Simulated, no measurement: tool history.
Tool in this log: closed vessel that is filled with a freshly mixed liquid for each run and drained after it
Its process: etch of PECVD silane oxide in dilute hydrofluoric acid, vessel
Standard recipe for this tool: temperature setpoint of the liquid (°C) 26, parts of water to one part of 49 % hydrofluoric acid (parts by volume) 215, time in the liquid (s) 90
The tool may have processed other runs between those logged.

| run | hour | temperature setpoint of the liquid (°C) | parts of water to one part of 49 % hydrofluoric acid (parts by volume) | time in the liquid (s) | wafers since the last listed run | hours since the thermometer was replaced | hours since the hydrofluoric acid flow meter was replaced | hours since the gauge calibration | read-back film thickness of the PECVD silane oxide reference wafer, read on the same gauge (nm) | thickness taken off the PECVD silane oxide on a monitor wafer (angstrom) |
|---|---|---|---|---|---|---|---|---|---|---|
| 1 | 0 | 26 | 135 | 90 | 0 | 1437.2 | 864.2 | 191.9 | 89.98 | 232.3 |
| 2 | 9.5 | 26 | 215 | 90 | 658 | 1446.7 | 873.7 | 201.4 | 90.02 | 132.5 |
| 3 | 17.4 | 26 | 215 | 90 | 547 | 1454.6 | 881.6 | 209.3 | 90.01 | 133.1 |
| 4 | 29 | 26 | 215 | 90 | 803 | 1466.2 | 893.2 | 220.9 | 90 | 132.7 |
| 5 | 41.5 | 26 | 240 | 90 | 865 | 1478.7 | 905.7 | 233.4 | 90.01 | 115 |
| 6 | 54.9 | 26 | 215 | 90 | 928 | 1492.1 | 919.1 | 246.8 | 89.99 | 132.2 |
| 7 | 70.4 | 26 | 215 | 90 | 1073 | 1507.6 | 934.6 | 262.3 | 89.98 | 131.4 |
| 8 | 80.7 | 26 | 215 | 90 | 713 | 1517.9 | 944.9 | 272.6 | 90 | 131.9 |
| 9 | 95.1 | 26 | 215 | 90 | 997 | 1532.3 | 959.3 | 287 | 90 | 132.2 |
| 10 | 103.1 | 26 | 215 | 90 | 554 | 1540.3 | 967.3 | 295 | 89.99 | 131.9 |
|  | 105.5 | gauge calibrated |
| 11 | 116.5 | 26 | 265 | 110 | 928 | 1553.7 | 980.7 | 11 | 89.99 | 123.5 |
| 12 | 126.5 | 26 | 215 | 90 | 692 | 1563.7 | 990.7 | 21 | 90.01 | 131.2 |
| 13 | 141.8 | 21.5 | 120 | 140 | 1059 | 1579 | 1006 | 36.3 | 90 | 351 |
| 14 | 151.7 | 26 | 215 | 70 | 685 | 1588.9 | 1015.9 | 46.2 | 89.99 | 103 |
|  | 168.6 | hydrofluoric acid flow meter replaced |
| 15 | 169.1 | 28.5 | 215 | 110 | 1136 | 1606.3 | 0.5 | 63.6 | 90 | 187.1 |
| 16 | 177.1 | 26 | 215 | 90 | 554 | 1614.3 | 8.5 | 71.6 | 90 | 141.3 |
|  | 180.9 | thermometer replaced |
| 17 | 192.4 | 22.5 | 320 | 70 | 990 | 11.5 | 23.8 | 86.9 | 90 | 53.3 |
| 18 | 205.5 | 26 | 215 | 90 | 907 | 24.6 | 36.9 | 100 | 90.02 | 128.5 |
| 19 | 220.6 | 31 | 215 | 90 | 1046 | 39.7 | 52 | 115.1 | 89.99 | 152.3 |
| 20 | 259.9 | 29 | 115 | 70 | 2722 | 79 | 91.3 | 154.4 | 90 | 235.7 |
| 21 | 277.9 | 26 | 215 | 90 | 1246 | 97 | 109.3 | 172.4 | 90 | 128.8 |

3 options for the next run, each taken on its own from the tool as it stands now. Forecast them:
| A | 278.6 | 26 | 215 | 90 | 48 | 97.7 | 110 | 173.1 | ? | ? |
| B | 278.6 | 24.5 | 215 | 90 | 48 | 97.7 | 110 | 173.1 | ? | ? |
| C | 278.6 | 26 | 165 | 90 | 48 | 97.7 | 110 | 173.1 | ? | ? |

| run | read-back film thickness of the PECVD silane oxide reference wafer, read on the same gauge (nm) | thickness taken off the PECVD silane oxide on a monitor wafer (angstrom) |
|---|---|---|
| A | 89.99 | 128.8 |
| B | 89.99 | 122.1 |
| C | 89.99 | 177.8 |
Without the tool's hidden state the same runs would have given:
| run | thickness taken off the PECVD silane oxide on a monitor wafer (angstrom) |
|---|---|
| A | 128.3 |
| B | 121.5 |
| C | 176.9 |

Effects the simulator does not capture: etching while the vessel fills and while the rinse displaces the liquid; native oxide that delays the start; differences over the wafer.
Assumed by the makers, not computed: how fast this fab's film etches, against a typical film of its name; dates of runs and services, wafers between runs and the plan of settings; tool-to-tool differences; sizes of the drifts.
